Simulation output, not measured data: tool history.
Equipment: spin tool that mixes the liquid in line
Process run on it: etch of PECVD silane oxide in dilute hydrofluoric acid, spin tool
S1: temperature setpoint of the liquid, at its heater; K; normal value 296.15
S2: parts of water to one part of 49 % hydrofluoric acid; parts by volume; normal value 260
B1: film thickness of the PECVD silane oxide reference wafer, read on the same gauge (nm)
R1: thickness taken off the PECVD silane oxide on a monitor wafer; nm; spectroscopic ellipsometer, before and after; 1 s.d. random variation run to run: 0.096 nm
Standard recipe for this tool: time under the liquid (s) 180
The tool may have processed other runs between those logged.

Run 1, day 0: usual settings but S2 345 parts by volume; B1 150.03. Result: R1 8.75 nm.
Run 2, day 1.267: usual settings but S2 345 parts by volume; B1 150. Result: R1 8.67 nm.
Run 3, day 1.996: usual settings; B1 150. Result: R1 12.58 nm.
Run 4, day 2.55: usual settings; B1 150. Result: R1 12.65 nm.
Run 5, day 3.775: usual settings; B1 149.97. Result: R1 12.77 nm.
Run 6, day 4.817: usual settings; B1 150. Result: R1 12.78 nm.
Run 7, day 6.033: usual settings; B1 149.99. Result: R1 12.77 nm.
Run 8, day 6.679: usual settings; B1 150.01. Result: R1 12.99 nm.
Run 9, day 7.808: usual settings; B1 149.98. Result: R1 12.92 nm.
Run 10, day 9.142: usual settings; B1 149.99. Result: R1 13.18 nm.
At day 9.825: thermometer replaced.
Run 11, day 10.492: usual settings but time under the liquid (s) 100; B1 150.01. Result: R1 7.33 nm.
Run 12, day 11.217: usual settings; B1 149.97. Result: R1 13.28 nm.
Run 13, day 11.942: usual settings; B1 150.02. Result: R1 13.25 nm.
At day 12.321: gauge calibrated.
Run 14, day 12.788: usual settings; B1 149.98. Result: R1 13.13 nm.
Run 15, day 13.504: usual settings; B1 149.95. Result: R1 13.37 nm.
Run 16, day 14.392: usual settings but S2 330 parts by volume; B1 149.98. Result: R1 9.96 nm.
Run 17, day 15.438: usual settings but time under the liquid (s) 250; B1 149.98. Result: R1 18.93 nm.
At day 15.508: hydrofluoric acid flow meter replaced.
Run 18, day 16.525: usual settings; B1 150. Result: R1 12.7 nm.
Run 19, day 17.429: usual settings but S2 155 parts by volume, time under the liquid (s) 120; B1 150.02. Result: R1 15.61 nm.
Run 20, day 18.758: usual settings; B1 150.02. Result: R1 12.87 nm.
Run 21, day 20.154: usual settings; B1 150.04. Result: R1 12.61 nm.
Run 22, day 21.062: usual settings but time under the liquid (s) 125; B1 149.98. Result: R1 9.06 nm.
Run 23, day 21.588: usual settings but S1 299.65 K, S2 185 parts by volume; B1 150.05. Result: R1 22.17 nm.
Run 24, day 22.629: usual settings but S1 293.15 K, S2 190 parts by volume; B1 149.99. Result: R1 16.95 nm.
Run 25, day 23.208: usual settings; B1 149.99. Result: R1 13.01 nm.
Run 26, day 24.371: usual settings; B1 149.99. Result: R1 12.97 nm.
Run 27, day 25.483: usual settings but S1 299.15 K, S2 145 parts by volume, time under the liquid (s) 210; B1 150.02. Result: R1 34.34 nm.
Run 28, day 26.029: usual settings but S1 292.65 K; B1 150. Result: R1 11.68 nm.

Had the tool no unlogged condition, and each run kept its random variation, what would the results have been?
Hidden state at play: liquid colder than its thermometer reads (K); hydrofluoric acid flow above the setpoint (%); gauge reads high (%).
run     R1
  1   8.65
  2    8.5
  3  12.31
  4  12.34
  5  12.38
  6  12.32
  7  12.23
  8   12.4
  9  12.27
 10  12.43
 11   6.86
 12  12.39
 13  12.33
 14  12.16
 15  12.33
 16   9.12
 17  17.31
 18  12.48
 19   15.3
 20  12.51
 21  12.17
 22    8.7
 23  21.26
 24  16.19
 25  12.36
 26  12.24
 27  32.37
 28  10.95

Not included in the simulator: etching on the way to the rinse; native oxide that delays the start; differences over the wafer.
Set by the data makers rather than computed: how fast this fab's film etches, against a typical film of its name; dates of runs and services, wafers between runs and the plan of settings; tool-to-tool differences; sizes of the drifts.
